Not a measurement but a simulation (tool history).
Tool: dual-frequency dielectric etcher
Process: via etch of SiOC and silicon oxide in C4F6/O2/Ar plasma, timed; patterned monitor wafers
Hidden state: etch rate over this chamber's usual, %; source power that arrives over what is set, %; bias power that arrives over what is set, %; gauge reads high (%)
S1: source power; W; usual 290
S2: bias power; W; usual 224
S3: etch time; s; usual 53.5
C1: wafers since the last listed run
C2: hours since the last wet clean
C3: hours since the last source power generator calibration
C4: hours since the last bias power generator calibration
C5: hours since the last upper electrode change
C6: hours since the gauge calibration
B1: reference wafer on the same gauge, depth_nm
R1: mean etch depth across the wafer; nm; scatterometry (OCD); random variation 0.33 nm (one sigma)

run	hour	S1	S2	S3	C1	C2	C3	C4	C5	C6	B1	R1
1	0	290	224	53.5	0	418.9	761	321.9	4961.9	1229.2	54.6	56.1
# hour 152.3: wet clean of the chamber
2	286.4	290	224	53.5	3017	134.1	1047.4	608.3	5248.3	1515.6	54.7	55.3
3	362.2	290	224	53.5	871	209.9	1123.2	684.1	5324.1	1591.4	54.8	55.8
4	446.1	290	224	53.5	964	293.8	1207.1	768	5408	1675.3	54.7	55
5	539.9	290	224	53.5	1078	387.6	1300.9	861.8	5501.8	1769.1	54.7	55.8
6	604.9	290	224	53.5	747	452.6	1365.9	926.8	5566.8	1834.1	54.7	55.2
7	695.4	290	224	53.5	1040	543.1	1456.4	1017.3	5657.3	1924.6	54.7	55.7
# hour 776.8: wet clean of the chamber
# hour 846.3: upper electrode replaced
# hour 853.6: gauge calibrated
8	989	290	224	53.5	2824	212.2	1750	1310.9	142.7	135.4	54.8	55.8
9	1085.3	240	224	53.5	1107	308.5	1846.3	1407.2	239	231.7	54.7	53.2
10	1169	240	224	53.5	962	392.2	1930	1490.9	322.7	315.4	54.7	52.9
11	1209.5	270	224	53.5	465	432.7	1970.5	1531.4	363.2	355.9	54.7	54
12	1306.4	270	224	53.5	1114	529.6	2067.4	1628.3	460.1	452.8	54.6	54.9
# hour 1385.6: wet clean of the chamber
13	1386.1	290	224	53.5	640	0.5	2147.1	1708	539.8	532.5	54.6	55.9
14	1484.8	290	202	47.5	1134	99.2	2245.8	1806.7	638.5	631.2	54.8	48.3
15	1544.5	310	192	67.5	686	158.9	2305.5	1866.4	698.2	690.9	54.8	68.5
16	1639.7	230	242	37.5	1094	254.1	2400.7	1961.6	793.4	786.1	54.7	37
17	1737.1	290	253	53.5	1120	351.5	2498.1	2059	890.8	883.5	54.7	57.4
# hour 1841.6: bias power generator calibrated
18	1842.1	360	268	64.5	1161	456.5	2603.1	0.5	995.8	988.5	54.8	75.9
19	1914.5	290	224	41.5	832	528.9	2675.5	72.9	1068.2	1060.9	54.7	43.6
# hour 1931: source power generator calibrated
# hour 1947.9: wet clean of the chamber
20	2006.2	290	224	53.5	814	58.3	75.2	164.6	1159.9	1152.6	54.7	55.6
21	2081.9	290	196	48	870	134	150.9	240.3	1235.6	1228.3	54.7	48.2
22	2136.3	250	247	40.5	625	188.4	205.3	294.7	1290	1282.7	54.7	41.5
23	2240.1	320	198	53.5	1193	292.2	309.1	398.5	1393.8	1386.5	54.8	55.2
24	2338.8	290	224	53.5	1134	390.9	407.8	497.2	1492.5	1485.2	54.7	56
25	2419.3	290	224	53.5	925	471.4	488.3	577.7	1573	1565.7	54.7	55
26	2504.3	350	199	66	977	556.4	573.3	662.7	1658	1650.7	54.7	70.6
# hour 2594.5: wet clean of the chamber
27	2606.2	270	260	67.5	895	11.7	675.2	764.6	1759.9	1752.6	54.7	71.7

How the hidden state differs across the entries between the runs, from the last listed run before each to the first after it:
Between runs 1 and 2: wet clean of the chamber (hour 152.3)
  no hidden state differs between the two runs
Between runs 7 and 8: wet clean of the chamber (hour 776.8); upper electrode replaced (hour 846.3); gauge calibrated (hour 853.6)
  no hidden state differs between the two runs
Between runs 12 and 13: wet clean of the chamber (hour 1385.6)
  no hidden state differs between the two runs
Between runs 17 and 18: bias power generator calibrated (hour 1841.6)
  no hidden state differs between the two runs
Between runs 19 and 20: source power generator calibrated (hour 1931); wet clean of the chamber (hour 1947.9)
  no hidden state differs between the two runs
Between runs 26 and 27: wet clean of the chamber (hour 2594.5)
  no hidden state differs between the two runs
